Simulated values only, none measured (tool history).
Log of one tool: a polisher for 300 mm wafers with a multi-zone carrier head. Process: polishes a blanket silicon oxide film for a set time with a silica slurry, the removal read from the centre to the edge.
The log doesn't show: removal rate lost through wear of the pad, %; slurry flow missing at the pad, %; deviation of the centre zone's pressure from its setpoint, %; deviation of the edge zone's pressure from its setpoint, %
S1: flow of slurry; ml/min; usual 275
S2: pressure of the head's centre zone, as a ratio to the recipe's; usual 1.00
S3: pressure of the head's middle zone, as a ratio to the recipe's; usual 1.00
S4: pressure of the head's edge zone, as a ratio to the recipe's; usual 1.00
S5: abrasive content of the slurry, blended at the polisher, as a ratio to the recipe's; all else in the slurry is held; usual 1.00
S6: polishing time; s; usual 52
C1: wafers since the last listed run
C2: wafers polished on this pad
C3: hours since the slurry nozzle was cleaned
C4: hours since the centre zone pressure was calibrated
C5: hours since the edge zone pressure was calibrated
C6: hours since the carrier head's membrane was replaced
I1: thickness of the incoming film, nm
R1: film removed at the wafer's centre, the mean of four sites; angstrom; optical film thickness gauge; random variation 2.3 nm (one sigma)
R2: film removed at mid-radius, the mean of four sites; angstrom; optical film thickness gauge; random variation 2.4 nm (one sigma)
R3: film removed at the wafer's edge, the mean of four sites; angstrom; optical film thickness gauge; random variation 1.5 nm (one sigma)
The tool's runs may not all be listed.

{"run": 1, "hour": 0.0, "S1": 275, "S2": 1.0, "S3": 1.0, "S4": 1.0, "S5": 1.0, "S6": 52, "C1": 0, "C2": 376, "C3": 42.4, "C4": 871.4, "C5": 505.9, "C6": 1585.2, "I1": 736.5, "R1": 1530, "R2": 1568, "R3": 1542}
{"run": 2, "hour": 12.6, "S1": 275, "S2": 1.0, "S3": 1.0, "S4": 1.0, "S5": 1.0, "S6": 52, "C1": 109, "C2": 485, "C3": 55.0, "C4": 884.0, "C5": 518.5, "C6": 1597.8, "I1": 734.3, "R1": 1525, "R2": 1503, "R3": 1534}
{"run": 3, "hour": 34.9, "S1": 275, "S2": 1.0, "S3": 1.0, "S4": 0.94, "S5": 1.0, "S6": 52, "C1": 193, "C2": 679, "C3": 77.3, "C4": 906.3, "C5": 540.8, "C6": 1620.1, "I1": 742.0, "R1": 1478, "R2": 1533, "R3": 1430}
{"run": 4, "hour": 68.5, "S1": 275, "S2": 1.0, "S3": 1.0, "S4": 0.94, "S5": 1.0, "S6": 52, "C1": 291, "C2": 970, "C3": 110.9, "C4": 939.9, "C5": 574.4, "C6": 1653.7, "I1": 747.4, "R1": 1379, "R2": 1429, "R3": 1405}
{"hour": 78.5, "done": "worn pad replaced by a new one"}
{"run": 5, "hour": 81.5, "S1": 275, "S2": 1.0, "S3": 1.09, "S4": 1.0, "S5": 1.0, "S6": 52, "C1": 78, "C2": 26, "C3": 123.9, "C4": 952.9, "C5": 587.4, "C6": 1666.7, "I1": 726.4, "R1": 1540, "R2": 1692, "R3": 1538}
{"run": 6, "hour": 116.9, "S1": 275, "S2": 1.0, "S3": 1.09, "S4": 1.0, "S5": 1.0, "S6": 52, "C1": 307, "C2": 333, "C3": 159.3, "C4": 988.3, "C5": 622.8, "C6": 1702.1, "I1": 733.2, "R1": 1473, "R2": 1619, "R3": 1496}
{"run": 7, "hour": 134.4, "S1": 275, "S2": 1.0, "S3": 1.0, "S4": 1.0, "S5": 1.0, "S6": 42, "C1": 151, "C2": 485, "C3": 176.8, "C4": 1005.8, "C5": 640.3, "C6": 1719.6, "I1": 728.8, "R1": 1226, "R2": 1182, "R3": 1227}
{"run": 8, "hour": 157.3, "S1": 300, "S2": 1.0, "S3": 1.0, "S4": 1.0, "S5": 1.0, "S6": 52, "C1": 198, "C2": 683, "C3": 199.7, "C4": 1028.7, "C5": 663.2, "C6": 1742.5, "I1": 744.7, "R1": 1423, "R2": 1463, "R3": 1455}
{"hour": 164.1, "done": "carrier head's membrane replaced by a new one"}
{"run": 9, "hour": 189.1, "S1": 275, "S2": 1.0, "S3": 1.0, "S4": 0.93, "S5": 1.0, "S6": 41, "C1": 232, "C2": 916, "C3": 231.5, "C4": 1060.5, "C5": 695.0, "C6": 25.0, "I1": 726.9, "R1": 1082, "R2": 1059, "R3": 1055}
{"hour": 197.4, "done": "centre zone pressure recalibrated"}
{"run": 10, "hour": 211.4, "S1": 275, "S2": 0.92, "S3": 1.0, "S4": 0.93, "S5": 1.0, "S6": 52, "C1": 176, "C2": 1092, "C3": 253.8, "C4": 14.0, "C5": 717.3, "C6": 47.3, "I1": 742.7, "R1": 1191, "R2": 1279, "R3": 1279}
{"hour": 218.9, "done": "worn pad replaced by a new one"}
{"run": 11, "hour": 230.2, "S1": 275, "S2": 1.0, "S3": 1.0, "S4": 1.0, "S5": 1.0, "S6": 52, "C1": 128, "C2": 97, "C3": 272.6, "C4": 32.8, "C5": 736.1, "C6": 66.1, "I1": 732.4, "R1": 1454, "R2": 1480, "R3": 1542}
{"hour": 239.7, "done": "slurry nozzle cleaned"}
{"run": 12, "hour": 244.4, "S1": 275, "S2": 1.0, "S3": 1.0, "S4": 0.94, "S5": 1.0, "S6": 52, "C1": 114, "C2": 212, "C3": 4.7, "C4": 47.0, "C5": 750.3, "C6": 80.3, "I1": 741.7, "R1": 1567, "R2": 1571, "R3": 1540}
{"run": 13, "hour": 279.0, "S1": 360, "S2": 1.04, "S3": 1.0, "S4": 1.0, "S5": 1.1, "S6": 52, "C1": 300, "C2": 512, "C3": 39.3, "C4": 81.6, "C5": 784.9, "C6": 114.9, "I1": 753.5, "R1": 1684, "R2": 1621, "R3": 1624}
{"hour": 311.9, "done": "edge zone pressure recalibrated"}
{"run": 14, "hour": 312.4, "S1": 210, "S2": 1.07, "S3": 1.0, "S4": 1.0, "S5": 0.9, "S6": 52, "C1": 272, "C2": 785, "C3": 72.7, "C4": 115.0, "C5": 0.5, "C6": 148.3, "I1": 735.0, "R1": 1465, "R2": 1367, "R3": 1386}
{"hour": 333.5, "done": "worn pad replaced by a new one"}
{"run": 15, "hour": 334.0, "S1": 275, "S2": 0.96, "S3": 1.0, "S4": 0.9, "S5": 1.25, "S6": 59, "C1": 152, "C2": 4, "C3": 94.3, "C4": 136.6, "C5": 22.1, "C6": 169.9, "I1": 732.6, "R1": 1788, "R2": 1841, "R3": 1822}
{"run": 16, "hour": 353.2, "S1": 275, "S2": 1.0, "S3": 1.0, "S4": 0.97, "S5": 1.0, "S6": 52, "C1": 166, "C2": 171, "C3": 113.5, "C4": 155.8, "C5": 41.3, "C6": 189.1, "I1": 741.7, "R1": 1520, "R2": 1563, "R3": 1534}
{"run": 17, "hour": 387.6, "S1": 215, "S2": 1.0, "S3": 0.95, "S4": 1.0, "S5": 0.8, "S6": 52, "C1": 298, "C2": 469, "C3": 147.9, "C4": 190.2, "C5": 75.7, "C6": 223.5, "I1": 739.7, "R1": 1364, "R2": 1325, "R3": 1402}
{"run": 18, "hour": 407.5, "S1": 215, "S2": 1.06, "S3": 1.0, "S4": 1.0, "S5": 1.0, "S6": 52, "C1": 172, "C2": 642, "C3": 167.8, "C4": 210.1, "C5": 95.6, "C6": 243.4, "I1": 735.2, "R1": 1513, "R2": 1444, "R3": 1480}
{"run": 19, "hour": 424.5, "S1": 275, "S2": 0.92, "S3": 1.0, "S4": 0.93, "S5": 1.0, "S6": 52, "C1": 147, "C2": 789, "C3": 184.8, "C4": 227.1, "C5": 112.6, "C6": 260.4, "I1": 745.0, "R1": 1319, "R2": 1431, "R3": 1437}
{"hour": 454.2, "done": "worn pad replaced by a new one"}
{"run": 20, "hour": 454.7, "S1": 275, "S2": 1.0, "S3": 1.0, "S4": 1.0, "S5": 1.0, "S6": 52, "C1": 227, "C2": 4, "C3": 215.0, "C4": 257.3, "C5": 142.8, "C6": 290.6, "I1": 732.1, "R1": 1521, "R2": 1512, "R3": 1544}
{"run": 21, "hour": 478.5, "S1": 230, "S2": 1.0, "S3": 1.0, "S4": 1.0, "S5": 1.0, "S6": 52, "C1": 206, "C2": 210, "C3": 238.8, "C4": 281.1, "C5": 166.6, "C6": 314.4, "I1": 739.9, "R1": 1435, "R2": 1451, "R3": 1465}
{"hour": 503.5, "done": "slurry nozzle cleaned"}
{"run": 22, "hour": 506.1, "S1": 275, "S2": 1.07, "S3": 1.0, "S4": 0.92, "S5": 1.0, "S6": 52, "C1": 230, "C2": 441, "C3": 2.6, "C4": 308.7, "C5": 194.2, "C6": 342.0, "I1": 736.3, "R1": 1630, "R2": 1498, "R3": 1494}

Hidden state at the last listed run before each entry between runs and at the first one after, where it differs:
Between runs 4 and 5: worn pad replaced by a new one (hour 78.5)
  removal rate lost through wear of the pad, %: 10.4 -> 2.64; slurry flow missing at the pad, %: 6.17 -> 7.22
  measured less the result without the state, R1: -173 -> -58 angstrom; R2: -178 -> -62 angstrom; R3: -172 -> -53 angstrom
Between runs 8 and 9: carrier head's membrane replaced by a new one (hour 164.1)
  removal rate lost through wear of the pad, %: 7.31 -> 11.8; slurry flow missing at the pad, %: 15.6 -> 20.3
  measured less the result without the state, R1: -147 -> -188 angstrom; R2: -147 -> -179 angstrom; R3: -139 -> -169 angstrom
Between runs 9 and 10: centre zone pressure recalibrated (hour 197.4)
  removal rate lost through wear of the pad, %: 11.8 -> 15.9; slurry flow missing at the pad, %: 20.3 -> 24
  measured less the result without the state, R1: -188 -> -287 angstrom; R2: -179 -> -301 angstrom; R3: -169 -> -287 angstrom
Between runs 10 and 11: worn pad replaced by a new one (hour 218.9)
  removal rate lost through wear of the pad, %: 15.9 -> 0.579; slurry flow missing at the pad, %: 24 -> 27.4
  measured less the result without the state, R1: -287 -> -84 angstrom; R2: -301 -> -77 angstrom; R3: -287 -> -62 angstrom
Between runs 11 and 12: slurry nozzle cleaned (hour 239.7)
  removal rate lost through wear of the pad, %: 0.579 -> 0.971; slurry flow missing at the pad, %: 27.4 -> 3.25
  measured less the result without the state, R1: -84 -> -22 angstrom; R2: -77 -> -21 angstrom; R3: -62 -> -20 angstrom
Between runs 13 and 14: edge zone pressure recalibrated (hour 311.9)
  removal rate lost through wear of the pad, %: 3.2 -> 7.06; slurry flow missing at the pad, %: 3.77 -> 5.06
  measured less the result without the state, R1: -62 -> -125 angstrom; R2: -59 -> -116 angstrom; R3: -58 -> -114 angstrom
Between runs 14 and 15: worn pad replaced by a new one (hour 333.5)
  removal rate lost through wear of the pad, %: 7.06 -> 0.314; slurry flow missing at the pad, %: 5.06 -> 6.29
  measured less the result without the state, R1: -125 -> -22 angstrom; R2: -116 -> -20 angstrom; R3: -114 -> -17 angstrom
Between runs 19 and 20: worn pad replaced by a new one (hour 454.2)
  removal rate lost through wear of the pad, %: 6.55 -> 0.833; slurry flow missing at the pad, %: 15 -> 19.1
  measured less the result without the state, R1: -125 -> -61 angstrom; R2: -132 -> -56 angstrom; R3: -124 -> -46 angstrom
Between runs 21 and 22: slurry nozzle cleaned (hour 503.5)
  removal rate lost through wear of the pad, %: 1.28 -> 2.86; slurry flow missing at the pad, %: 22.8 -> 3.36
  measured less the result without the state, R1: -90 -> -56 angstrom; R2: -83 -> -51 angstrom; R3: -67 -> -48 angstrom

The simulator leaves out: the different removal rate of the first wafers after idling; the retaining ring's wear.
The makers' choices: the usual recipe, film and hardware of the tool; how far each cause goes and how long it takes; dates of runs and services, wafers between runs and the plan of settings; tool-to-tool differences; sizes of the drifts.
